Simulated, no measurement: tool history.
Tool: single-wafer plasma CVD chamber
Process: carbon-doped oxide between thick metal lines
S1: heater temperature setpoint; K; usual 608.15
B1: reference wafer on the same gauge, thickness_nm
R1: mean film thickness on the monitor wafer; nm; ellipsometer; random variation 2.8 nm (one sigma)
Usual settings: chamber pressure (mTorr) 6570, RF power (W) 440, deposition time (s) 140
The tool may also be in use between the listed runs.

Run 1, hour 0: usual settings but RF power (W) 395, deposition time (s) 127; B1 821.232. Result: R1 524.042 nm.
At hour 43.4: gauge calibrated.
Run 2, hour 48.9: usual settings; B1 821.423. Result: R1 642.24 nm.
Run 3, hour 106.8: usual settings; B1 820.789. Result: R1 641.937 nm.
Run 4, hour 178.4: usual settings; B1 821.499. Result: R1 642.867 nm.
Run 5, hour 239.4: usual settings; B1 822.18. Result: R1 642.106 nm.
Run 6, hour 271.5: usual settings but chamber pressure (mTorr) 7680, deposition time (s) 130; B1 820.898. Result: R1 599.654 nm.
At hour 280.3: RF generator calibrated.
Run 7, hour 310.6: usual settings but chamber pressure (mTorr) 7680, deposition time (s) 130; B1 822.065. Result: R1 641.451 nm.
Run 8, hour 401.8: usual settings but deposition time (s) 126; B1 821.362. Result: R1 613.434 nm.
At hour 459.1: thermocouple changed; heater temperature recalibrated.
Run 9, hour 459.6: usual settings but deposition time (s) 126; B1 820.047. Result: R1 611.999 nm.
At hour 514.9: capacitance manometer re-zeroed and calibrated.
Run 10, hour 528.5: usual settings; B1 821.291. Result: R1 680.172 nm.
Run 11, hour 597.9: usual settings; B1 821.403. Result: R1 676.474 nm.
Run 12, hour 637.8: usual settings but S1 615.15 K, chamber pressure (mTorr) 7050, RF power (W) 365, deposition time (s) 152; B1 821.521. Result: R1 595.049 nm.
Run 13, hour 690: usual settings but S1 620.15 K, chamber pressure (mTorr) 5440; B1 820.898. Result: R1 640.333 nm.
Run 14, hour 731.7: usual settings but S1 595.15 K, chamber pressure (mTorr) 8200, RF power (W) 395, deposition time (s) 163; B1 821.825. Result: R1 748.333 nm.
Run 15, hour 795.3: usual settings but chamber pressure (mTorr) 7080, RF power (W) 405; B1 821.153. Result: R1 626.512 nm.
At hour 809.2: gauge calibrated.
Run 16, hour 834.3: usual settings but deposition time (s) 166; B1 823.224. Result: R1 792.984 nm.
Run 17, hour 885.3: usual settings but RF power (W) 395, deposition time (s) 127; B1 821.453. Result: R1 545.637 nm.
At hour 927: showerhead replaced.
Run 18, hour 953.7: usual settings but S1 593.15 K, chamber pressure (mTorr) 7750; B1 821.748. Result: R1 712.721 nm.
Run 19, hour 979.1: usual settings but S1 621.15 K, RF power (W) 380; B1 820.227. Result: R1 552.924 nm.
Run 20, hour 1015.4: usual settings but S1 595.15 K, chamber pressure (mTorr) 7420, RF power (W) 510, deposition time (s) 149; B1 822.444. Result: R1 855.982 nm.
Run 21, hour 1063.3: usual settings; B1 819.085. Result: R1 667.597 nm.
Run 22, hour 1092.3: usual settings but RF power (W) 410; B1 821.909. Result: R1 621.042 nm.
Run 23, hour 1159.4: usual settings but chamber pressure (mTorr) 5860, deposition time (s) 149; B1 823.224. Result: R1 707.574 nm.
Run 24, hour 1185.1: usual settings but S1 612.15 K, chamber pressure (mTorr) 5640, RF power (W) 500, deposition time (s) 121; B1 821.772. Result: R1 625.89 nm.
Run 25, hour 1249: usual settings but chamber pressure (mTorr) 5570, RF power (W) 510; B1 822.882. Result: R1 744.59 nm.
Run 26, hour 1302.4: usual settings; B1 821.199. Result: R1 659.522 nm.
Run 27, hour 1369: usual settings but chamber pressure (mTorr) 5620, deposition time (s) 153; B1 822.076. Result: R1 720.742 nm.
Run 28, hour 1429.1: usual settings; B1 821.483. Result: R1 666.324 nm.

What the log doesn't show, run by run:
wafer temperature above the value expected at the setpoint (K): 0 in every run
true pressure above the setpoint (%): 0 in every run
gauge reads high (%): 0 in every run
H1: delivered RF power above the setpoint (%)
run      H1
  1   -6.06
  2   -6.18
  3   -6.33
  4   -6.51
  5   -6.67
  6   -6.75
  7  -0.401
  8  -0.636
  9  -0.785
 10  -0.962
 11   -1.14
 12   -1.24
 13   -1.38
 14   -1.49
 15   -1.65
 16   -1.75
 17   -1.88
 18   -2.06
 19   -2.12
 20   -2.22
 21   -2.34
 22   -2.41
 23   -2.59
 24   -2.65
 25   -2.82
 26   -2.96
 27   -3.13
 28   -3.28
